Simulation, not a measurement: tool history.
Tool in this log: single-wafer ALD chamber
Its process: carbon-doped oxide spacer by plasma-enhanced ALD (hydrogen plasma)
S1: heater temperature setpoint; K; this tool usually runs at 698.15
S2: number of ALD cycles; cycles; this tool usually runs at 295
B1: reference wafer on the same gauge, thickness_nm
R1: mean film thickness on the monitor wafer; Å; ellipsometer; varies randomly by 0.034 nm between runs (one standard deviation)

Run 1, hour 0: usual settings but S2 334 cycles; B1 11.07. Result: R1 153.77 Å.
Run 2, hour 44.5: usual settings but S1 695.15 K, S2 321 cycles; B1 11.062. Result: R1 150.13 Å.
Run 3, hour 91.1: usual settings but S1 695.15 K, S2 321 cycles; B1 11.061. Result: R1 149.29 Å.
Run 4, hour 141.9: usual settings; B1 11.063. Result: R1 136.25 Å.
Run 5, hour 208.6: usual settings; B1 11.053. Result: R1 135.39 Å.
Run 6, hour 273.7: usual settings but S2 282 cycles; B1 11.039. Result: R1 130.26 Å.
Run 7, hour 342.8: usual settings but S1 690.15 K, S2 318 cycles; B1 11.036. Result: R1 149.97 Å.
Run 8, hour 396.4: usual settings but S1 690.15 K, S2 318 cycles; B1 11.024. Result: R1 149.64 Å.
Run 9, hour 462.3: usual settings but S1 687.15 K; B1 11.016. Result: R1 139.55 Å.
Run 10, hour 503.3: usual settings but S1 687.15 K; B1 11.014. Result: R1 139.14 Å.
Run 11, hour 538.5: usual settings but S1 687.15 K; B1 11.007. Result: R1 139.84 Å.
At hour 582.3: thermocouple changed; heater temperature recalibrated.
Run 12, hour 582.8: usual settings but S1 686.15 K; B1 11. Result: R1 140.41 Å.
Run 13, hour 632.6: usual settings; B1 10.981. Result: R1 134.92 Å.
Run 14, hour 702.6: usual settings but S1 692.15 K, S2 321 cycles; B1 10.974. Result: R1 149.09 Å.
At hour 707: gauge calibrated.
Run 15, hour 738.2: usual settings but S1 691.15 K, S2 347 cycles; B1 11.084. Result: R1 164.02 Å.
Run 16, hour 787.7: usual settings but S1 690.15 K, S2 347 cycles; B1 11.075. Result: R1 163.04 Å.
Run 17, hour 849: usual settings but S1 686.15 K, S2 322 cycles; B1 11.07. Result: R1 153.37 Å.
Run 18, hour 903.8: usual settings but S1 683.15 K, S2 273 cycles; B1 11.073. Result: R1 131.43 Å.
Run 19, hour 988.8: usual settings; B1 11.076. Result: R1 136.8 Å.
Run 20, hour 1025: usual settings but S1 688.15 K, S2 240 cycles; B1 11.069. Result: R1 114.54 Å.
Run 21, hour 1084.6: usual settings but S1 691.15 K, S2 333 cycles; B1 11.064. Result: R1 156.04 Å.
Run 22, hour 1149.1: usual settings but S1 711.15 K, S2 343 cycles; B1 11.05. Result: R1 151.76 Å.

Forecast each of these 4 alternatives for the next run:
Run A, hour 1150: usual settings; B1 ?. Result: R1 ?.
Run B, hour 1150: usual settings but S1 710.15 K, S2 332 cycles; B1 ?. Result: R1 ?.
Run C, hour 1150: usual settings but S1 706.15 K, S2 270 cycles; B1 ?. Result: R1 ?.
Run D, hour 1150: usual settings but S1 692.15 K, S2 313 cycles; B1 ?. Result: R1 ?.

run      B1      R1
  A  11.056  135.64
  B  11.056  147.19
  C  11.056  121.18
  D  11.056  146.49
Without the tool's hidden state the same runs would have given:
run      R1
  A  136.17
  B  147.76
  C  121.65
  D  147.06
